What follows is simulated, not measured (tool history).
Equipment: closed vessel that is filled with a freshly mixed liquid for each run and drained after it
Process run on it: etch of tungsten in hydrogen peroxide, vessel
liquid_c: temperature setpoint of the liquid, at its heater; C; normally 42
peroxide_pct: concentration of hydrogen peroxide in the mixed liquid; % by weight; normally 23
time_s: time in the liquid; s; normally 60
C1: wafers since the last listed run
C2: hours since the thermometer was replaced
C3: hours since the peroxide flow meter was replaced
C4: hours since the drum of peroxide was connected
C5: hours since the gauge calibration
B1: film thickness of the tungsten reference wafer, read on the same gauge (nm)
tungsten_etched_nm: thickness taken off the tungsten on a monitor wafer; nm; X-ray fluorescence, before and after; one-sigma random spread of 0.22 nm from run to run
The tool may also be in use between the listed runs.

run 1 hour=0 | liquid_c=50 peroxide_pct=23 time_s=60 | C1=0 C2=1313 C3=687.5 C4=1119.3 C5=313.4 | B1=100.04 | tungsten_etched_nm=98.83
run 2 hour=24.4 | liquid_c=42 peroxide_pct=23 time_s=60 | C1=2783 C2=1337.4 C3=711.9 C4=1143.7 C5=337.8 | B1=100.01 | tungsten_etched_nm=59.82
-- hour=43.5 new drum of peroxide connected
-- hour=111.3 peroxide flow meter replaced
run 3 hour=149.6 | liquid_c=42 peroxide_pct=23 time_s=60 | C1=14056 C2=1462.6 C3=38.3 C4=106.1 C5=463 | B1=100.01 | tungsten_etched_nm=59.66
run 4 hour=214.4 | liquid_c=42 peroxide_pct=23 time_s=60 | C1=7393 C2=1527.4 C3=103.1 C4=170.9 C5=527.8 | B1=100.07 | tungsten_etched_nm=60.02
run 5 hour=251.1 | liquid_c=42 peroxide_pct=23 time_s=80 | C1=4187 C2=1564.1 C3=139.8 C4=207.6 C5=564.5 | B1=100.01 | tungsten_etched_nm=79.87
run 6 hour=309.4 | liquid_c=42 peroxide_pct=23 time_s=60 | C1=6651 C2=1622.4 C3=198.1 C4=265.9 C5=622.8 | B1=100.02 | tungsten_etched_nm=60.07
run 7 hour=371.1 | liquid_c=42 peroxide_pct=23 time_s=60 | C1=7039 C2=1684.1 C3=259.8 C4=327.6 C5=684.5 | B1=99.97 | tungsten_etched_nm=59.82
run 8 hour=462.6 | liquid_c=42 peroxide_pct=23 time_s=60 | C1=10439 C2=1775.6 C3=351.3 C4=419.1 C5=776 | B1=99.99 | tungsten_etched_nm=59.95
run 9 hour=501.8 | liquid_c=42 peroxide_pct=23 time_s=60 | C1=4472 C2=1814.8 C3=390.5 C4=458.3 C5=815.2 | B1=100.01 | tungsten_etched_nm=59.71
run 10 hour=561.3 | liquid_c=42 peroxide_pct=23 time_s=60 | C1=6788 C2=1874.3 C3=450 C4=517.8 C5=874.7 | B1=100.06 | tungsten_etched_nm=59.96
run 11 hour=761.3 | liquid_c=42 peroxide_pct=23 time_s=60 | C1=22819 C2=2074.3 C3=650 C4=717.8 C5=1074.7 | B1=100.02 | tungsten_etched_nm=59.78
run 12 hour=807.3 | liquid_c=42 peroxide_pct=23 time_s=60 | C1=5248 C2=2120.3 C3=696 C4=763.8 C5=1120.7 | B1=100.01 | tungsten_etched_nm=59.52
run 13 hour=877.1 | liquid_c=42 peroxide_pct=23 time_s=60 | C1=7963 C2=2190.1 C3=765.8 C4=833.6 C5=1190.5 | B1=99.99 | tungsten_etched_nm=59.72
run 14 hour=948.3 | liquid_c=42 peroxide_pct=23 time_s=60 | C1=8123 C2=2261.3 C3=837 C4=904.8 C5=1261.7 | B1=100.01 | tungsten_etched_nm=59.8
run 15 hour=988.3 | liquid_c=42 peroxide_pct=16.5 time_s=60 | C1=4563 C2=2301.3 C3=877 C4=944.8 C5=1301.7 | B1=99.99 | tungsten_etched_nm=50.78
run 16 hour=1053.3 | liquid_c=51.5 peroxide_pct=23 time_s=70 | C1=7416 C2=2366.3 C3=942 C4=1009.8 C5=1366.7 | B1=100 | tungsten_etched_nm=126.9
run 17 hour=1089.5 | liquid_c=47 peroxide_pct=23 time_s=60 | C1=4130 C2=2402.5 C3=978.2 C4=1046 C5=1402.9 | B1=100.01 | tungsten_etched_nm=82.6
-- hour=1122.5 peroxide flow meter replaced
-- hour=1184.6 new drum of peroxide connected
-- hour=1186.7 thermometer replaced
-- hour=1233.6 gauge calibrated
run 18 hour=1302.7 | liquid_c=42 peroxide_pct=23 time_s=60 | C1=23982 C2=116 C3=180.2 C4=118.1 C5=69.1 | B1=99.97 | tungsten_etched_nm=60.32
run 19 hour=1334.6 | liquid_c=50.5 peroxide_pct=23 time_s=60 | C1=3639 C2=147.9 C3=212.1 C4=150 C5=101 | B1=100 | tungsten_etched_nm=101.29
run 20 hour=1383.9 | liquid_c=35 peroxide_pct=26.5 time_s=30 | C1=5624 C2=197.2 C3=261.4 C4=199.3 C5=150.3 | B1=100 | tungsten_etched_nm=20.28
run 21 hour=1415.1 | liquid_c=42 peroxide_pct=28.5 time_s=60 | C1=3559 C2=228.4 C3=292.6 C4=230.5 C5=181.5 | B1=100.03 | tungsten_etched_nm=66.57
run 22 hour=1458 | liquid_c=46.5 peroxide_pct=19 time_s=85 | C1=4894 C2=271.3 C3=335.5 C4=273.4 C5=224.4 | B1=99.99 | tungsten_etched_nm=102.5
run 23 hour=1484.8 | liquid_c=51.5 peroxide_pct=23 time_s=80 | C1=3057 C2=298.1 C3=362.3 C4=300.2 C5=251.2 | B1=100.03 | tungsten_etched_nm=143.88
run 24 hour=1512.9 | liquid_c=42 peroxide_pct=23 time_s=60 | C1=3206 C2=326.2 C3=390.4 C4=328.3 C5=279.3 | B1=99.97 | tungsten_etched_nm=59.79

Estimate the outcome of run 25 from the log above:
run 25 hour=1561 | liquid_c=39 peroxide_pct=18.5 time_s=95 | C1=5487 C2=374.3 C3=438.5 C4=376.4 C5=327.4 | B1=? | tungsten_etched_nm=?

{"run 25": {"B1": 100, "tungsten_etched_nm": 69.6}}
Without the tool's hidden state the same run would have given tungsten_etched_nm 69.6 nm.

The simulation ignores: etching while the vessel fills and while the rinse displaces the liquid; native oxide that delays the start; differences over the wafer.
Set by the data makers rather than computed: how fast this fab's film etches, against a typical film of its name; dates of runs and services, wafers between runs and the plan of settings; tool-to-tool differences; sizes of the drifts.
